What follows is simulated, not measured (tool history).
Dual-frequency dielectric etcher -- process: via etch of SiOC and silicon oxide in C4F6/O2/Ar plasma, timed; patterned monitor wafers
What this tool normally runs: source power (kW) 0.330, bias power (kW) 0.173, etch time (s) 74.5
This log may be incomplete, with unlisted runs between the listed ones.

| run | day | source power (kW) | bias power (kW) | etch time (s) | wafers since the last listed run | hours since the last wet clean | hours since the last source power generator calibration | hours since the last bias power generator calibration | hours since the last upper electrode change | hours since the gauge calibration | read-back reference wafer on the same gauge, depth_nm | mean etch depth across the wafer (Å) |
|---|---|---|---|---|---|---|---|---|---|---|---|---|
| 1 | 0.000 | 0.290 | 0.173 | 74.5 | 0 | 343.8 | 4805.4 | 2315.6 | 4879.9 | 211.4 | 70.0 | 680 |
| 2 | 0.592 | 0.330 | 0.173 | 74.5 | 144 | 358.0 | 4819.6 | 2329.8 | 4894.1 | 225.6 | 70.0 | 718 |
| 3 | 1.333 | 0.330 | 0.173 | 74.5 | 180 | 375.8 | 4837.4 | 2347.6 | 4911.9 | 243.4 | 70.0 | 721 |
| 4 | 1.958 | 0.330 | 0.173 | 74.5 | 152 | 390.8 | 4852.4 | 2362.6 | 4926.9 | 258.4 | 70.2 | 723 |
| 5 | 3.175 | 0.330 | 0.173 | 74.5 | 296 | 420.0 | 4881.6 | 2391.8 | 4956.1 | 287.6 | 70.2 | 705 |
| 6 | 3.738 | 0.330 | 0.173 | 74.5 | 137 | 433.5 | 4895.1 | 2405.3 | 4969.6 | 301.1 | 70.1 | 717 |
| 7 | 4.338 | 0.290 | 0.173 | 84.0 | 146 | 447.9 | 4909.5 | 2419.7 | 4984.0 | 315.5 | 70.2 | 764 |
| 8 | 5.246 | 0.290 | 0.173 | 84.0 | 221 | 469.7 | 4931.3 | 2441.5 | 5005.8 | 337.3 | 70.1 | 771 |
|  | 5.562 | source power generator calibrated |
| 9 | 5.958 | 0.330 | 0.173 | 74.5 | 132 | 486.8 | 9.5 | 2458.6 | 5022.9 | 354.4 | 70.2 | 705 |
|  | 7.662 | wet clean of the chamber |
| 10 | 7.683 | 0.330 | 0.208 | 74.5 | 176 | 0.5 | 50.9 | 2500.0 | 5064.3 | 395.8 | 70.1 | 787 |
| 11 | 7.696 | 0.380 | 0.173 | 74.5 | 3 | 0.8 | 51.2 | 2500.3 | 5064.6 | 396.1 | 70.0 | 782 |
| 12 | 7.883 | 0.300 | 0.209 | 74.5 | 45 | 5.3 | 55.7 | 2504.8 | 5069.1 | 400.6 | 70.0 | 759 |
|  | 8.567 | bias power generator calibrated |
| 13 | 8.588 | 0.290 | 0.162 | 55.5 | 130 | 22.2 | 72.6 | 0.5 | 5086.0 | 417.5 | 70.1 | 518 |
| 14 | 8.846 | 0.330 | 0.173 | 74.5 | 62 | 28.4 | 78.8 | 6.7 | 5092.2 | 423.7 | 70.0 | 741 |
| 15 | 9.317 | 0.270 | 0.148 | 54.0 | 114 | 39.7 | 90.1 | 18.0 | 5103.5 | 435.0 | 70.1 | 481 |
|  | 11.667 | upper electrode replaced, of another model than before |
| 16 | 11.688 | 0.360 | 0.191 | 90.5 | 333 | 96.6 | 147.0 | 74.9 | 0.5 | 491.9 | 70.0 | 941 |
| 17 | 11.946 | 0.260 | 0.192 | 54.0 | 62 | 102.8 | 153.2 | 81.1 | 6.7 | 498.1 | 70.2 | 514 |
| 18 | 12.554 | 0.360 | 0.133 | 84.5 | 148 | 117.4 | 167.8 | 95.7 | 21.3 | 512.7 | 70.2 | 820 |
| 19 | 12.808 | 0.330 | 0.173 | 65.0 | 61 | 123.5 | 173.9 | 101.8 | 27.4 | 518.8 | 69.9 | 638 |
| 20 | 13.300 | 0.330 | 0.173 | 54.5 | 119 | 135.3 | 185.7 | 113.6 | 39.2 | 530.6 | 70.2 | 533 |
|  | 13.983 | gauge calibrated |
| 21 | 14.012 | 0.330 | 0.195 | 93.5 | 173 | 152.4 | 202.8 | 130.7 | 56.3 | 0.7 | 70.3 | 944 |
| 22 | 14.662 | 0.330 | 0.173 | 74.5 | 158 | 168.0 | 218.4 | 146.3 | 71.9 | 16.3 | 70.2 | 735 |
| 23 | 15.412 | 0.330 | 0.156 | 74.5 | 182 | 186.0 | 236.4 | 164.3 | 89.9 | 34.3 | 70.2 | 712 |
| 24 | 16.062 | 0.380 | 0.196 | 89.5 | 158 | 201.6 | 252.0 | 179.9 | 105.5 | 49.9 | 70.0 | 931 |
| 25 | 16.588 | 0.330 | 0.156 | 74.5 | 127 | 214.2 | 264.6 | 192.5 | 118.1 | 62.5 | 70.1 | 718 |
| 26 | 17.125 | 0.330 | 0.173 | 74.5 | 130 | 227.1 | 277.5 | 205.4 | 131.0 | 75.4 | 70.0 | 726 |
| 27 | 17.804 | 0.410 | 0.184 | 74.5 | 165 | 243.4 | 293.8 | 221.7 | 147.3 | 91.7 | 70.2 | 780 |
| 28 | 18.142 | 0.370 | 0.136 | 62.0 | 82 | 251.5 | 301.9 | 229.8 | 155.4 | 99.8 | 70.0 | 596 |
| 29 | 18.533 | 0.350 | 0.173 | 74.5 | 95 | 260.9 | 311.3 | 239.2 | 164.8 | 109.2 | 70.3 | 742 |
| 30 | 19.283 | 0.330 | 0.184 | 74.5 | 182 | 278.9 | 329.3 | 257.2 | 182.8 | 127.2 | 70.1 | 728 |

Results for each run, recomputed without the tool's hidden state and with each run's random variation untouched:
Unlogged tool condition in this case: etch rate over this chamber's usual, %; source power that arrives over what is set, %; bias power that arrives over what is set, %; gauge reads high (%).
| run | mean etch depth across the wafer (Å) |
|---|---|
| 1 | 704 |
| 2 | 744 |
| 3 | 749 |
| 4 | 752 |
| 5 | 736 |
| 6 | 749 |
| 7 | 800 |
| 8 | 808 |
| 9 | 741 |
| 10 | 784 |
| 11 | 778 |
| 12 | 756 |
| 13 | 517 |
| 14 | 739 |
| 15 | 481 |
| 16 | 946 |
| 17 | 517 |
| 18 | 826 |
| 19 | 643 |
| 20 | 538 |
| 21 | 954 |
| 22 | 744 |
| 23 | 722 |
| 24 | 946 |
| 25 | 730 |
| 26 | 739 |
| 27 | 795 |
| 28 | 608 |
| 29 | 758 |
| 30 | 745 |
